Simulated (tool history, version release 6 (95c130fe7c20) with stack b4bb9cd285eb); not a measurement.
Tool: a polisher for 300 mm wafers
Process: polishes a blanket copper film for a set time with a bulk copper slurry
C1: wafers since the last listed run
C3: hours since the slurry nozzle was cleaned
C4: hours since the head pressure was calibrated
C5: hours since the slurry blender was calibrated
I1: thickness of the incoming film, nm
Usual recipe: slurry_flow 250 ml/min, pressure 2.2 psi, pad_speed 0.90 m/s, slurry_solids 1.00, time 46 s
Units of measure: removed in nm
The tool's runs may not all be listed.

Run 1, day 0.000: usual settings but slurry_flow 185 ml/min, slurry_solids 1.15; C1 0; wafers polished on this pad 79; C3 69.0; C4 136.1; C5 11.4; I1 3358.7. Result: removed 340.3 nm.
Run 2, day 1.317: usual settings but slurry_flow 185 ml/min, slurry_solids 1.15; C1 358; wafers polished on this pad 437; C3 100.6; C4 167.7; C5 43.0; I1 3400.5. Result: removed 338.6 nm.
Run 3, day 3.362: usual settings; C1 556; wafers polished on this pad 993; C3 149.7; C4 216.8; C5 92.1; I1 3384.1. Result: removed 340.1 nm.
Run 4, day 4.383: usual settings; C1 277; wafers polished on this pad 1271; C3 174.2; C4 241.3; C5 116.6; I1 3357.9. Result: removed 335.5 nm.
Run 5, day 6.738: usual settings; C1 640; wafers polished on this pad 1911; C3 230.7; C4 297.8; C5 173.1; I1 3389.8. Result: removed 341.1 nm.
Run 6, day 8.821: usual settings but time 56 s; C1 566; wafers polished on this pad 2478; C3 280.7; C4 347.8; C5 223.1; I1 3346.2. Result: removed 411.3 nm.
At day 11.062: head pressure recalibrated.
Run 7, day 11.083: usual settings but time 56 s; C1 592; wafers polished on this pad 3070; C3 335.0; C4 0.5; C5 277.4; I1 3379.6. Result: removed 407.6 nm.
At day 11.329: slurry nozzle cleaned.
At day 11.642: worn pad replaced by a new one.
Run 8, day 13.467: usual settings but time 56 s; C1 591; wafers polished on this pad 496; C3 51.3; C4 57.7; C5 334.6; I1 3381.3. Result: removed 411.6 nm.
Run 9, day 16.392: usual settings; C1 795; wafers polished on this pad 1292; C3 121.5; C4 127.9; C5 404.8; I1 3360.8. Result: removed 336.2 nm.
At day 17.375: slurry blender recalibrated.
Run 10, day 18.371: usual settings; C1 515; wafers polished on this pad 1807; C3 169.0; C4 175.4; C5 23.9; I1 3361.5. Result: removed 335.8 nm.
Run 11, day 21.096: usual settings; C1 741; wafers polished on this pad 2548; C3 234.4; C4 240.8; C5 89.3; I1 3387.2. Result: removed 335.9 nm.
Run 12, day 22.200: usual settings; C1 300; wafers polished on this pad 2848; C3 260.9; C4 267.3; C5 115.8; I1 3317.9. Result: removed 334.5 nm.
At day 24.471: worn pad replaced by a new one.
Run 13, day 25.296: usual settings but slurry_flow 230 ml/min; C1 796; wafers polished on this pad 223; C3 335.2; C4 341.6; C5 190.1; I1 3411.8. Result: removed 336.5 nm.
At day 26.800: head pressure recalibrated.
At day 26.829: slurry nozzle cleaned.
Run 14, day 26.850: usual settings but slurry_flow 230 ml/min; C1 391; wafers polished on this pad 615; C3 0.5; C4 1.2; C5 227.4; I1 3390.3. Result: removed 336.5 nm.
Run 15, day 28.679: usual settings but slurry_solids 1.25; C1 497; wafers polished on this pad 1112; C3 44.4; C4 45.1; C5 271.3; I1 3347.2. Result: removed 351.8 nm.
Run 16, day 30.704: usual settings but slurry_flow 175 ml/min, time 41 s; C1 550; wafers polished on this pad 1663; C3 93.0; C4 93.7; C5 319.9; I1 3419.7. Result: removed 287.2 nm.
Run 17, day 32.233: usual settings but slurry_flow 320 ml/min, pad_speed 0.64 m/s, slurry_solids 1.15, time 37 s; C1 415; wafers polished on this pad 2079; C3 129.7; C4 130.4; C5 356.6; I1 3348.2. Result: removed 202.8 nm.
At day 33.888: slurry blender recalibrated.
Run 18, day 34.029: usual settings but pad_speed 1.08 m/s, time 31 s; C1 465; wafers polished on this pad 2544; C3 172.8; C4 173.5; C5 3.4; I1 3447.8. Result: removed 274.2 nm.
At day 34.667: worn pad replaced by a new one.
Run 19, day 36.588: usual settings; C1 650; wafers polished on this pad 522; C3 234.2; C4 234.9; C5 64.8; I1 3353.5. Result: removed 333.6 nm.
Run 20, day 39.279: usual settings; C1 731; wafers polished on this pad 1254; C3 298.8; C4 299.5; C5 129.4; I1 3393.3. Result: removed 332.7 nm.
At day 41.708: head pressure recalibrated.
Run 21, day 42.092: usual settings but pressure 1.8 psi; C1 742; wafers polished on this pad 1997; C3 366.3; C4 9.2; C5 196.9; I1 3378.7. Result: removed 284.9 nm.
At day 42.896: slurry nozzle cleaned.
Run 22, day 43.683: usual settings but slurry_flow 220 ml/min, pressure 1.9 psi, pad_speed 0.62 m/s, slurry_solids 0.85; C1 421; wafers polished on this pad 2418; C3 18.9; C4 47.4; C5 235.1; I1 3359.4. Result: removed 196.2 nm.
Run 23, day 46.246: usual settings but pad_speed 1.02 m/s; C1 696; wafers polished on this pad 3115; C3 80.4; C4 108.9; C5 296.6; I1 3361.8. Result: removed 380.0 nm.
At day 48.162: worn pad replaced by a new one.
Run 24, day 48.858: usual settings; C1 665; wafers polished on this pad 189; C3 143.1; C4 171.6; C5 359.3; I1 3394.6. Result: removed 337.0 nm.
Run 25, day 51.367: usual settings; C1 682; wafers polished on this pad 871; C3 203.3; C4 231.8; C5 419.5; I1 3396.8. Result: removed 336.6 nm.
At day 53.838: slurry blender recalibrated.
Run 26, day 53.888: usual settings but slurry_solids 0.85; C1 662; wafers polished on this pad 1534; C3 263.8; C4 292.3; C5 1.2; I1 3373.3. Result: removed 333.1 nm.
Run 27, day 55.479: usual settings but slurry_solids 0.80; C1 432; wafers polished on this pad 1966; C3 302.0; C4 330.5; C5 39.4; I1 3365.5. Result: removed 325.5 nm.
At day 56.238: slurry nozzle cleaned.
Run 28, day 56.950: usual settings but slurry_flow 215 ml/min, pressure 1.7 psi, pad_speed 0.58 m/s, slurry_solids 0.85; C1 388; wafers polished on this pad 2355; C3 17.1; C4 365.8; C5 74.7; I1 3440.3. Result: removed 165.2 nm.
At day 58.629: worn pad replaced by a new one.
Run 29, day 59.712: usual settings but slurry_solids 1.15; C1 705; wafers polished on this pad 294; C3 83.4; C4 432.1; C5 141.0; I1 3387.2. Result: removed 348.3 nm.

What if the next run were any one of these 3? Each begins from the tool's condition after run 29:
Run A, day 59.729: usual settings; C1 4; wafers polished on this pad 298; C3 83.8; C4 432.5; C5 141.4; I1 3360.9. Result: removed ?.
Run B, day 59.729: usual settings but slurry_flow 215 ml/min, slurry_solids 0.75; C1 4; wafers polished on this pad 298; C3 83.8; C4 432.5; C5 141.4; I1 3360.9. Result: removed ?.
Run C, day 59.729: usual settings but slurry_flow 340 ml/min, time 40 s; C1 4; wafers polished on this pad 298; C3 83.8; C4 432.5; C5 141.4; I1 3360.9. Result: removed ?.

run  removed
  A    338.5
  B    320.3
  C    301.1
Without the tool's unlogged condition, the same runs would have read:
run  removed
  A    338.5
  B    320.3
  C    301.1
